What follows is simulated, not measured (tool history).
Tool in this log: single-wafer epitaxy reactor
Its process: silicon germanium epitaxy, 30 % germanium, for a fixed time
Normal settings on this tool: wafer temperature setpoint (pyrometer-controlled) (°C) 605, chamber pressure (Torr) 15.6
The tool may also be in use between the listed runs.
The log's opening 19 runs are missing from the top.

| run | hour | wafer temperature setpoint (pyrometer-controlled) (°C) | chamber pressure (Torr) | wafers since the last listed run | hours since the last pyrometer calibration | hours since the last manometer calibration | hours since the showerhead was replaced | hours since the gauge calibration | read-back reference wafer on the same gauge, thickness_nm | mean film thickness on the monitor wafer (Å) |
|---|---|---|---|---|---|---|---|---|---|---|
|  | 1023.5 | pyrometer calibrated |
| 20 | 1064.2 | 605 | 15.6 | 703 | 40.7 | 1810.7 | 462.5 | 701.3 | 53.436 | 603.03 |
| 21 | 1099.5 | 605 | 15.6 | 588 | 76.0 | 1846.0 | 497.8 | 736.6 | 53.449 | 605.45 |
| 22 | 1143.7 | 605 | 15.6 | 737 | 120.2 | 1890.2 | 542.0 | 780.8 | 53.465 | 604.01 |
| 23 | 1175.9 | 590 | 16.7 | 536 | 152.4 | 1922.4 | 574.2 | 813.0 | 53.466 | 472.87 |
| 24 | 1217.2 | 601 | 17.0 | 688 | 193.7 | 1963.7 | 615.5 | 854.3 | 53.366 | 590.98 |
|  | 1246.2 | capacitance manometer re-zeroed and calibrated |
| 25 | 1270.6 | 609 | 12.0 | 757 | 247.1 | 24.4 | 668.9 | 907.7 | 53.362 | 550.65 |
| 26 | 1311.5 | 605 | 15.6 | 682 | 288.0 | 65.3 | 709.8 | 948.6 | 53.422 | 604.75 |
| 27 | 1357.6 | 605 | 15.6 | 768 | 334.1 | 111.4 | 755.9 | 994.7 | 53.393 | 605.54 |
| 28 | 1388.7 | 615 | 19.1 | 518 | 365.2 | 142.5 | 787.0 | 1025.8 | 53.363 | 814.50 |
| 29 | 1447.4 | 590 | 18.1 | 978 | 423.9 | 201.2 | 845.7 | 1084.5 | 53.364 | 491.75 |
| 30 | 1498.4 | 614 | 16.9 | 850 | 474.9 | 252.2 | 896.7 | 1135.5 | 53.437 | 750.21 |
| 31 | 1541.9 | 590 | 12.0 | 725 | 518.4 | 295.7 | 940.2 | 1179.0 | 53.360 | 387.33 |
| 32 | 1573.8 | 609 | 13.7 | 531 | 550.3 | 327.6 | 972.1 | 1210.9 | 53.365 | 601.58 |
| 33 | 1617.5 | 605 | 15.6 | 728 | 594.0 | 371.3 | 1015.8 | 1254.6 | 53.364 | 605.66 |
| 34 | 1686.7 | 615 | 19.4 | 1154 | 663.2 | 440.5 | 1085.0 | 1323.8 | 53.428 | 823.32 |
| 35 | 1741.0 | 605 | 15.6 | 905 | 717.5 | 494.8 | 1139.3 | 1378.1 | 53.354 | 606.14 |

What if the next run were any one of these 4? Each begins from the tool's condition after run 35:
| A | 1741.4 | 605 | 19.4 | 6 | 717.9 | 495.2 | 1139.7 | 1378.5 | ? | ? |
| B | 1741.4 | 605 | 16.7 | 6 | 717.9 | 495.2 | 1139.7 | 1378.5 | ? | ? |
| C | 1741.4 | 594 | 12.1 | 6 | 717.9 | 495.2 | 1139.7 | 1378.5 | ? | ? |
| D | 1741.4 | 605 | 17.1 | 6 | 717.9 | 495.2 | 1139.7 | 1378.5 | ? | ? |

| run | read-back reference wafer on the same gauge, thickness_nm | mean film thickness on the monitor wafer (Å) |
|---|---|---|
| A | 53.429 | 684.72 |
| B | 53.429 | 630.40 |
| C | 53.429 | 420.21 |
| D | 53.429 | 638.89 |
With the hidden condition removed and each run's random variation left untouched, the same runs would have given:
| run | mean film thickness on the monitor wafer (Å) |
|---|---|
| A | 683.96 |
| B | 629.70 |
| C | 419.73 |
| D | 638.18 |
